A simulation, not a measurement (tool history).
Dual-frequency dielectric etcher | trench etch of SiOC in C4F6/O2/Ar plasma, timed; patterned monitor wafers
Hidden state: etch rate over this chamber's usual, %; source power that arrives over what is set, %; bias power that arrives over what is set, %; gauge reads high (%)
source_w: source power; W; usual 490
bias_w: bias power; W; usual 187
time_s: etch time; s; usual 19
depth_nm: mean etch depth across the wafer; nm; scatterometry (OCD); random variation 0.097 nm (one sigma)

run	day	source_w	bias_w	time_s	wafers since the last listed run	hours since the last wet clean	hours since the last source power generator calibration	hours since the last bias power generator calibration	hours since the last upper electrode change	hours since the gauge calibration	read-back reference wafer on the same gauge, depth_nm	depth_nm
1	0	490	172	17.5	0	320.9	348.5	733.4	2744.8	937.3	36.91	38.25
2	8.212	490	176	19	3622	518	545.6	930.5	2941.9	1134.4	36.88	42.24
3	11.275	490	176	19	1350	591.5	619.1	1004	3015.4	1207.9	36.9	42.02
4	14.312	490	176	19	1339	664.4	692	1076.9	3088.3	1280.8	36.9	41.97
# day 16.112: wet clean of the chamber
5	18.383	490	187	19	1354	54.5	789.7	1174.6	3186	1378.5	36.9	42.95
6	19.896	440	187	19	667	90.8	826	1210.9	3222.3	1414.8	36.89	41.34
7	24.367	440	187	19	1972	198.1	933.3	1318.2	3329.6	1522.1	36.93	41.44
8	27.646	490	187	19	1446	276.8	1012	1396.9	3408.3	1600.8	36.94	43.08
# day 32.517: upper electrode replaced
9	32.538	490	187	19	1716	394.2	1129.4	1514.3	0.5	1718.2	36.9	42.92
10	35.112	520	187	23	1135	456	1191.2	1576.1	62.3	1780	36.87	53.13
11	37.679	560	231	23	1132	517.6	1252.8	1637.7	123.9	1841.6	36.89	57.78
12	40	410	204	21.5	1023	573.3	1308.5	1693.4	179.6	1897.3	36.92	46.94
# day 41.708: wet clean of the chamber
13	43.038	610	187	19	898	31.9	1381.4	1766.3	252.5	1970.2	36.9	46.17
14	45.7	490	149	19	1174	95.8	1445.3	1830.2	316.4	2034.1	36.93	40.32
15	49.088	610	210	19	1494	177.1	1526.6	1911.5	397.7	2115.4	36.87	47.82
16	51.454	490	140	19	1043	233.9	1583.4	1968.3	454.5	2172.2	36.93	39.56
17	53.354	490	187	19	838	279.5	1629	2013.9	500.1	2217.8	36.88	42.83
18	56.25	490	187	19	1277	349	1698.5	2083.4	569.6	2287.3	36.9	42.96
19	57.946	490	187	19	748	389.7	1739.2	2124.1	610.3	2328	36.87	42.95
20	61.3	490	187	19	1479	470.2	1819.7	2204.6	690.8	2408.5	36.9	42.84
# day 64.358: wet clean of the chamber
# day 64.771: bias power generator calibrated
21	65.262	490	219	19	1233	21.7	1914.8	11.8	785.9	2503.6	36.92	44.32
# day 67.846: gauge calibrated
22	69.679	390	161	19	1948	127.7	2020.8	117.8	891.9	44	36.88	37.36
# day 71.767: source power generator calibrated
23	72.292	490	154	19	1078	190.4	12.6	180.5	954.6	106.7	36.88	40.09
24	74.275	420	187	23.5	874	238	60.2	228.1	1002.2	154.3	36.89	49.98
25	77.025	380	228	22.5	1213	304	126.2	294.1	1068.2	220.3	36.89	49.22
26	79.533	400	206	19	1106	364.2	186.4	354.3	1128.4	280.5	36.91	40.98
27	83.971	490	187	19	1957	470.7	292.9	460.8	1234.9	387	36.87	42.44
# day 90.883: wet clean of the chamber
28	96.7	490	187	23	5173	139.6	598.4	766.3	1540.4	692.5	36.89	51.31
29	99.754	490	187	19	1347	212.9	671.7	839.6	1613.7	765.8	36.86	42.46

Forecast each of these 4 alternatives for the next run:
A	99.771	490	187	15	7	213.3	672.1	840	1614.1	766.2	?	?
B	99.771	570	174	19	7	213.3	672.1	840	1614.1	766.2	?	?
C	99.771	490	156	19	7	213.3	672.1	840	1614.1	766.2	?	?
D	99.771	610	187	14.5	7	213.3	672.1	840	1614.1	766.2	?	?

run	read-back reference wafer on the same gauge, depth_nm	depth_nm
A	36.89	33.53
B	36.89	43.77
C	36.89	40.31
D	36.89	34.91
Without the tool's hidden state the same runs would have given:
run	depth_nm
A	33.6
B	43.86
C	40.4
D	34.98
